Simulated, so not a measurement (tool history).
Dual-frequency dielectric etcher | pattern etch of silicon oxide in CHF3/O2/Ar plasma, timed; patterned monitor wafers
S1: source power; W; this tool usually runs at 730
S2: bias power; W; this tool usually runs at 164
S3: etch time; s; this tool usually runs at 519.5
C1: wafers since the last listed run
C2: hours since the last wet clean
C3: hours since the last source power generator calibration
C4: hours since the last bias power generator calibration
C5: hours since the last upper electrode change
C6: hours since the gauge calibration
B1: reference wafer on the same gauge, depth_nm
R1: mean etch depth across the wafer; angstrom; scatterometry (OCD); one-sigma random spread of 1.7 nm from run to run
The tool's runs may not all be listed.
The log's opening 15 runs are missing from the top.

{"run": 16, "hour": 448.8, "S1": 790, "S2": 164, "S3": 452, "C1": 140, "C2": 143.4, "C3": 4633, "C4": 137.1, "C5": 5028, "C6": 107.6, "B1": 1210.4, "R1": 10031}
{"hour": 457.9, "done": "source power generator calibrated"}
{"run": 17, "hour": 474.6, "S1": 780, "S2": 145, "S3": 665, "C1": 94, "C2": 169.2, "C3": 16.7, "C4": 162.9, "C5": 5053.8, "C6": 133.4, "B1": 1210.2, "R1": 14178}
{"run": 18, "hour": 487.9, "S1": 820, "S2": 164, "S3": 587.5, "C1": 57, "C2": 182.5, "C3": 30, "C4": 176.2, "C5": 5067.1, "C6": 146.7, "B1": 1210.3, "R1": 13233}
{"hour": 526.7, "done": "upper electrode replaced"}
{"run": 19, "hour": 527.2, "S1": 730, "S2": 164, "S3": 519.5, "C1": 66, "C2": 221.8, "C3": 69.3, "C4": 215.5, "C5": 0.5, "C6": 186, "B1": 1210.1, "R1": 11227}
{"run": 20, "hour": 547.4, "S1": 730, "S2": 164, "S3": 519.5, "C1": 87, "C2": 242, "C3": 89.5, "C4": 235.7, "C5": 20.7, "C6": 206.2, "B1": 1209.6, "R1": 11232}
{"run": 21, "hour": 569.5, "S1": 660, "S2": 181, "S3": 398.5, "C1": 95, "C2": 264.1, "C3": 111.6, "C4": 257.8, "C5": 42.8, "C6": 228.3, "B1": 1210, "R1": 8547}
{"run": 22, "hour": 600.5, "S1": 840, "S2": 178, "S3": 625.5, "C1": 133, "C2": 295.1, "C3": 142.6, "C4": 288.8, "C5": 73.8, "C6": 259.3, "B1": 1209.9, "R1": 14558}
{"run": 23, "hour": 621.2, "S1": 800, "S2": 164, "S3": 629, "C1": 89, "C2": 315.8, "C3": 163.3, "C4": 309.5, "C5": 94.5, "C6": 280, "B1": 1209.9, "R1": 14061}
{"run": 24, "hour": 655.9, "S1": 730, "S2": 164, "S3": 519.5, "C1": 149, "C2": 350.5, "C3": 198, "C4": 344.2, "C5": 129.2, "C6": 314.7, "B1": 1210.2, "R1": 11253}
{"run": 25, "hour": 668.5, "S1": 730, "S2": 164, "S3": 420, "C1": 54, "C2": 363.1, "C3": 210.6, "C4": 356.8, "C5": 141.8, "C6": 327.3, "B1": 1209.9, "R1": 9086}
{"run": 26, "hour": 682.4, "S1": 730, "S2": 190, "S3": 574.5, "C1": 60, "C2": 377, "C3": 224.5, "C4": 370.7, "C5": 155.7, "C6": 341.2, "B1": 1210.1, "R1": 13012}
{"run": 27, "hour": 705.2, "S1": 730, "S2": 164, "S3": 471.5, "C1": 98, "C2": 399.8, "C3": 247.3, "C4": 393.5, "C5": 178.5, "C6": 364, "B1": 1209.9, "R1": 10204}
{"run": 28, "hour": 718.5, "S1": 730, "S2": 186, "S3": 446, "C1": 57, "C2": 413.1, "C3": 260.6, "C4": 406.8, "C5": 191.8, "C6": 377.3, "B1": 1209.9, "R1": 10068}
{"hour": 774.6, "done": "wet clean of the chamber"}
{"run": 29, "hour": 775.1, "S1": 830, "S2": 193, "S3": 624.5, "C1": 140, "C2": 0.5, "C3": 317.2, "C4": 463.4, "C5": 248.4, "C6": 433.9, "B1": 1210.2, "R1": 14739}

Run 30 has not been measured yet. What should we expect?
{"run": 30, "hour": 784.4, "S1": 890, "S2": 185, "S3": 648, "C1": 40, "C2": 9.8, "C3": 326.5, "C4": 472.7, "C5": 257.7, "C6": 443.2, "B1": "?", "R1": "?"}

{"run 30": {"B1": 1210, "R1": 15501}}
With the hidden condition absent and the run-to-run variation left alone, this run would have shown R1 15506 angstrom.

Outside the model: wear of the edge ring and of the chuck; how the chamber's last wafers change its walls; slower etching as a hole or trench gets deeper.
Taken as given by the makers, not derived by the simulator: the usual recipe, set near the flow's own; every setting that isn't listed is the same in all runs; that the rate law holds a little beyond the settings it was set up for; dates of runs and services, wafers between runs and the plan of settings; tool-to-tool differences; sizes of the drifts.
